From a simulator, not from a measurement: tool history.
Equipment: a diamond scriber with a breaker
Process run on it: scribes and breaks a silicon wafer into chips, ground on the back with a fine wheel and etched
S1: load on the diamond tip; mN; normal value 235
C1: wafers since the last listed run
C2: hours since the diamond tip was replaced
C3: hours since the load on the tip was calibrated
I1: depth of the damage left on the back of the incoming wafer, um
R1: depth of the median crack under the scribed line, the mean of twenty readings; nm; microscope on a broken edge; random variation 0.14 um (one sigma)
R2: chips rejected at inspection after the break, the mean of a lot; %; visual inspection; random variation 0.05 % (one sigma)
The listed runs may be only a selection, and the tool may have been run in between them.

run     day   S1   C1     C2      C3    I1     R1     R2
  1   0.000  235    0  352.2   691.2  0.51  12740   1.42
  2   0.638  235   41  367.5   706.5  0.59  12430   1.46
  3   1.275  202   41  382.8   721.8  0.43  11290   4.70
  4   1.833  235   36  396.2   735.2  0.78  12440   1.53
  5   3.150  191   85  427.8   766.8  0.74  10960   7.45
  6   3.892  191   48  445.6   784.6  0.70  11010   7.02
  7   5.367  235   95  481.0   820.0  0.50  12430   1.47
  8   6.138  235   50  499.5   838.5  0.74  12570   1.44
  9   7.342  282   78  528.4   867.4  0.49  13900   5.52
 10   8.167  282   53  548.2   887.2  0.54  14020   6.02
 11   9.204  235   67  573.1   912.1  0.47  12340   1.40
 12  10.083  235   57  594.2   933.2  0.64  12470   1.38
 13  11.192  235   72  620.8   959.8  0.63  12870   1.42
 14  11.758  235   36  634.4   973.4  0.73  12740   1.47
 15  12.962  235   78  663.3  1002.3  0.71  12590   1.50
 16  15.883  235  189  733.4  1072.4  0.72  12330   1.47
 17  16.838  235   62  756.3  1095.3  0.68  12600   1.53
 18  17.608  260   50  774.8  1113.8  0.61  13560   2.82
 19  18.588  170   63  798.3  1137.3  0.62  10210  14.71
 20  19.667  191   70  824.2  1163.2  0.73  10900   7.57
 21  21.167  284   97  860.2  1199.2  0.54  14230   6.40
 22  21.683  178   33  872.6  1211.6  0.43  10430  10.74
 23  22.750  181   69  898.2  1237.2  0.70  10840   9.85
 24  24.133  235   89  931.4  1270.4  0.47  12530   1.47
 25  24.917  235   50  950.2  1289.2  0.77  12630   1.39
 26  25.738  216   53  969.9  1308.9  0.50  12090   2.52
     26.688  -- diamond tip replaced by a new one
     26.717  -- load on the tip recalibrated
 27  29.225  274  219   60.9    60.2  0.43  13640   4.58
 28  30.588  174   88   93.6    92.9  0.66  10540  12.63
 29  31.358  269   50  112.1   111.4  0.66  13730   3.81
 30  32.296  235   60  134.6   133.9  0.40  12530   1.41
 31  33.588  235   83  165.6   164.9  0.72  12600   1.49
 32  34.375  235   51  184.5   183.8  0.43  12240   1.52
 33  35.829  287   94  219.4   218.7  0.38  13910   7.05
 34  37.004  235   76  247.6   246.9  0.39  12540   1.47

Hidden state, per run?
share of the diamond tip's cutting effectiveness lost through wear, %: 0 in every run
deviation of the load on the tip from its setpoint, %: 0 in every run

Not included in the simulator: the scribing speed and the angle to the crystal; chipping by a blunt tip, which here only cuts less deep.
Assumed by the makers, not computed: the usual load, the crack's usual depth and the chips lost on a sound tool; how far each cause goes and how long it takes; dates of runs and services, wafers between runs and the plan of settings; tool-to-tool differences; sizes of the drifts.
